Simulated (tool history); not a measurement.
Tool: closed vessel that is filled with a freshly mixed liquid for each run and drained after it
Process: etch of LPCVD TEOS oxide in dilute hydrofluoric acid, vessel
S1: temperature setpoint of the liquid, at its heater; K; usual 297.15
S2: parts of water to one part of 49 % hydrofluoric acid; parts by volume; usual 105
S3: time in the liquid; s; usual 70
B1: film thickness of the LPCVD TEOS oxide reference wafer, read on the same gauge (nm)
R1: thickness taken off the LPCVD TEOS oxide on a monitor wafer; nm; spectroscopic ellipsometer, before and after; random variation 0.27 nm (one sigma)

| run | hour | S1 | S2 | S3 | B1 | R1 |
|---|---|---|---|---|---|---|
| 1 | 0 | 297.15 | 105 | 70 | 130.01 | 35.47 |
| 2 | 14.7 | 297.15 | 105 | 70 | 129.99 | 35.89 |
| 3 | 99.8 | 297.15 | 125 | 70 | 130.02 | 29.33 |
| 4 | 115.8 | 297.15 | 125 | 70 | 129.98 | 29.23 |
| 5 | 137.4 | 297.15 | 125 | 70 | 130.02 | 29.84 |
| 6 | 154.9 | 297.15 | 105 | 70 | 130.02 | 35.78 |
| 7 | 177.8 | 297.15 | 105 | 100 | 130.03 | 52.1 |
| 8 | 207.2 | 297.15 | 105 | 100 | 130.03 | 52.15 |
| 9 | 221.8 | 297.15 | 85 | 90 | 129.95 | 58.76 |
|  | 237.8 | thermometer replaced |
| 10 | 255.9 | 297.15 | 105 | 70 | 129.95 | 37 |
| 11 | 288.3 | 297.15 | 105 | 70 | 130 | 36.23 |
| 12 | 321.5 | 298.65 | 105 | 70 | 130.03 | 39.3 |
| 13 | 357.3 | 299.65 | 145 | 70 | 129.98 | 28.13 |
| 14 | 384.9 | 297.15 | 105 | 70 | 130.01 | 37.32 |
| 15 | 407.2 | 297.15 | 105 | 70 | 130 | 37.14 |
| 16 | 430 | 297.15 | 105 | 70 | 130.01 | 37.67 |
|  | 437.7 | hydrofluoric acid flow meter replaced |
| 17 | 450.4 | 297.15 | 105 | 70 | 130 | 33.11 |
| 18 | 478.3 | 301.65 | 125 | 85 | 130.03 | 39.62 |
| 19 | 495.3 | 297.15 | 85 | 90 | 129.97 | 53.63 |
|  | 498 | gauge calibrated |
| 20 | 526.4 | 297.15 | 60 | 70 | 129.98 | 62.09 |
| 21 | 553.1 | 301.15 | 150 | 70 | 129.98 | 25.6 |
| 22 | 574.4 | 300.15 | 145 | 70 | 129.99 | 25.91 |
| 23 | 604.3 | 300.65 | 60 | 95 | 129.99 | 97.78 |
| 24 | 625.2 | 297.15 | 135 | 45 | 130.02 | 16.4 |
| 25 | 644 | 297.15 | 60 | 70 | 130.03 | 62.65 |
| 26 | 657.1 | 297.15 | 105 | 110 | 129.99 | 52.97 |
| 27 | 682.7 | 299.15 | 80 | 35 | 130.01 | 25.1 |
| 28 | 716.4 | 301.65 | 90 | 85 | 130.02 | 58.82 |

4 ways to go on from here, each from the tool as it stands after run 28. What would each give?
| A | 717.1 | 295.15 | 105 | 70 | ? | ? |
| B | 717.1 | 294.65 | 125 | 95 | ? | ? |
| C | 717.1 | 300.65 | 105 | 85 | ? | ? |
| D | 717.1 | 301.65 | 60 | 70 | ? | ? |

| run | B1 | R1 |
|---|---|---|
| A | 129.98 | 31.75 |
| B | 129.98 | 34.69 |
| C | 129.98 | 47.85 |
| D | 129.98 | 76.2 |
Without the tool's hidden state the same runs would have given:
| run | R1 |
|---|---|
| A | 30.8 |
| B | 33.65 |
| C | 46.41 |
| D | 74.01 |
